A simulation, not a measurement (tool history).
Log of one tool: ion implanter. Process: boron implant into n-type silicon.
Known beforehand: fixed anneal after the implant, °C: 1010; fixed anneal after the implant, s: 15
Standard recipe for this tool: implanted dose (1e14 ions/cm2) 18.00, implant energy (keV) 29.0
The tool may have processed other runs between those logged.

| run | hour | implanted dose (1e14 ions/cm2) | implant energy (keV) | wafers since the last listed run | hours since the last dose calibration | hours since the extraction supply was calibrated | hours since the gauge calibration | read-back reference wafer on the same gauge, sheet resistance | sheet resistance of the implanted and annealed layer (ohm/square) |
|---|---|---|---|---|---|---|---|---|---|
| 1 | 0.0 | 18.00 | 29.0 | 0 | 1373.6 | 4156.7 | 247.2 | 84.56 | 82.73 |
| 2 | 6.5 | 18.00 | 29.0 | 168 | 1380.1 | 4163.2 | 253.7 | 84.50 | 82.69 |
| 3 | 14.1 | 18.00 | 29.0 | 197 | 1387.7 | 4170.8 | 261.3 | 84.46 | 82.24 |
| 4 | 22.2 | 18.00 | 29.0 | 210 | 1395.8 | 4178.9 | 269.4 | 84.53 | 82.48 |
| 5 | 37.6 | 20.51 | 29.0 | 399 | 1411.2 | 4194.3 | 284.8 | 84.49 | 75.89 |
|  | 44.1 | gauge calibrated |
| 6 | 47.8 | 18.00 | 29.0 | 264 | 1421.4 | 4204.5 | 3.7 | 84.53 | 82.73 |
| 7 | 64.9 | 16.72 | 29.0 | 443 | 1438.5 | 4221.6 | 20.8 | 84.55 | 87.31 |
| 8 | 73.5 | 18.00 | 29.0 | 223 | 1447.1 | 4230.2 | 29.4 | 84.48 | 82.71 |
| 9 | 81.1 | 18.00 | 29.0 | 197 | 1454.7 | 4237.8 | 37.0 | 84.47 | 82.54 |
| 10 | 90.4 | 18.00 | 29.0 | 241 | 1464.0 | 4247.1 | 46.3 | 84.51 | 82.70 |
| 11 | 97.6 | 18.00 | 29.0 | 186 | 1471.2 | 4254.3 | 53.5 | 84.51 | 82.85 |
| 12 | 108.7 | 18.00 | 29.0 | 288 | 1482.3 | 4265.4 | 64.6 | 84.51 | 82.78 |
| 13 | 155.0 | 21.08 | 23.5 | 1201 | 1528.6 | 4311.7 | 110.9 | 84.50 | 77.94 |
| 14 | 170.9 | 21.08 | 23.5 | 412 | 1544.5 | 4327.6 | 126.8 | 84.50 | 77.79 |
| 15 | 181.0 | 21.08 | 23.5 | 262 | 1554.6 | 4337.7 | 136.9 | 84.51 | 78.16 |
| 16 | 195.5 | 21.01 | 29.0 | 376 | 1569.1 | 4352.2 | 151.4 | 84.54 | 74.81 |
| 17 | 213.3 | 21.01 | 29.0 | 462 | 1586.9 | 4370.0 | 169.2 | 84.53 | 75.17 |
|  | 233.2 | Faraday cup replaced and dose calibrated |
| 18 | 237.6 | 16.83 | 37.0 | 423 | 4.4 | 4394.3 | 193.5 | 84.45 | 79.18 |
| 19 | 255.1 | 22.54 | 34.5 | 454 | 21.9 | 4411.8 | 211.0 | 84.49 | 65.67 |
| 20 | 264.0 | 18.00 | 29.0 | 231 | 30.8 | 4420.7 | 219.9 | 84.49 | 78.28 |
| 21 | 274.8 | 18.00 | 37.0 | 280 | 41.6 | 4431.5 | 230.7 | 84.51 | 75.80 |
| 22 | 287.2 | 16.39 | 19.0 | 321 | 54.0 | 4443.9 | 243.1 | 84.49 | 90.41 |
| 23 | 297.5 | 20.81 | 19.5 | 267 | 64.3 | 4454.2 | 253.4 | 84.52 | 79.63 |
|  | 313.2 | extraction supply calibrated |
| 24 | 313.7 | 18.00 | 29.0 | 212 | 80.5 | 0.5 | 269.6 | 84.55 | 78.04 |
| 25 | 321.2 | 13.18 | 32.5 | 194 | 88.0 | 8.0 | 277.1 | 84.49 | 97.19 |
| 26 | 335.2 | 22.36 | 29.0 | 363 | 102.0 | 22.0 | 291.1 | 84.51 | 68.32 |
|  | 354.9 | gauge calibrated |
|  | 360.4 | Faraday cup replaced and dose calibrated, repeated, since the last time left the tool worse |
| 27 | 360.9 | 18.00 | 37.0 | 459 | 0.5 | 47.7 | 6.0 | 84.55 | 79.02 |
| 28 | 367.3 | 18.00 | 29.0 | 166 | 6.9 | 54.1 | 12.4 | 84.49 | 81.43 |
| 29 | 384.4 | 18.00 | 29.0 | 443 | 24.0 | 71.2 | 29.5 | 84.53 | 81.52 |
| 30 | 392.4 | 18.00 | 35.0 | 207 | 32.0 | 79.2 | 37.5 | 84.45 | 79.74 |
| 31 | 398.5 | 22.53 | 29.0 | 158 | 38.1 | 85.3 | 43.6 | 84.53 | 70.77 |
| 32 | 413.3 | 21.30 | 20.5 | 384 | 52.9 | 100.1 | 58.4 | 84.57 | 79.85 |
| 33 | 426.0 | 21.19 | 34.5 | 329 | 65.6 | 112.8 | 71.1 | 84.45 | 71.31 |
| 34 | 441.4 | 20.56 | 20.0 | 399 | 81.0 | 128.2 | 86.5 | 84.47 | 81.43 |
| 35 | 447.6 | 20.19 | 39.0 | 160 | 87.2 | 134.4 | 92.7 | 84.50 | 72.03 |
| 36 | 457.5 | 18.00 | 29.0 | 256 | 97.1 | 144.3 | 102.6 | 84.50 | 81.72 |
| 37 | 465.0 | 21.83 | 34.0 | 194 | 104.6 | 151.8 | 110.1 | 84.47 | 69.80 |
| 38 | 481.5 | 15.99 | 24.5 | 428 | 121.1 | 168.3 | 126.6 | 84.48 | 90.46 |

Hidden state or all else? Some run-to-run changes of sheet resistance of the implanted and annealed layer (ohm/square), split into what the settings, what came in and random variation would give without the hidden state, and what is left for the hidden state (with any gauge scatter that isn't in both results):
The hidden state here: deviation of the true dose from the Faraday cup's reading, %; deviation of the true energy from its setpoint, %; gauge reads high (%).
Run 17 -> 18: implanted dose (1e14 ions/cm2) 21.01 -> 16.83, implant energy (keV) 29.0 -> 37.0, Faraday cup replaced and dose calibrated. sheet resistance of the implanted and annealed layer (ohm/square) +4.01: hidden state -5.10, all else +9.11.
Run 24 -> 25: implanted dose (1e14 ions/cm2) 18.00 -> 13.18, implant energy (keV) 29.0 -> 32.5. sheet resistance of the implanted and annealed layer (ohm/square) +19.15: hidden state -1.56, all else +20.71.
Run 25 -> 26: implanted dose (1e14 ions/cm2) 13.18 -> 22.36, implant energy (keV) 32.5 -> 29.0. sheet resistance of the implanted and annealed layer (ohm/square) -28.87: hidden state +2.40, all else -31.27.
Run 26 -> 27: implanted dose (1e14 ions/cm2) 22.36 -> 18.00, implant energy (keV) 29.0 -> 37.0, gauge calibrated, Faraday cup replaced and dose calibrated, repeated, since the last time left the tool worse. sheet resistance of the implanted and annealed layer (ohm/square) +10.70: hidden state +2.40, all else +8.30.
Run 37 -> 38: implanted dose (1e14 ions/cm2) 21.83 -> 15.99, implant energy (keV) 34.0 -> 24.5. sheet resistance of the implanted and annealed layer (ohm/square) +20.66: hidden state -0.03, all else +20.69.
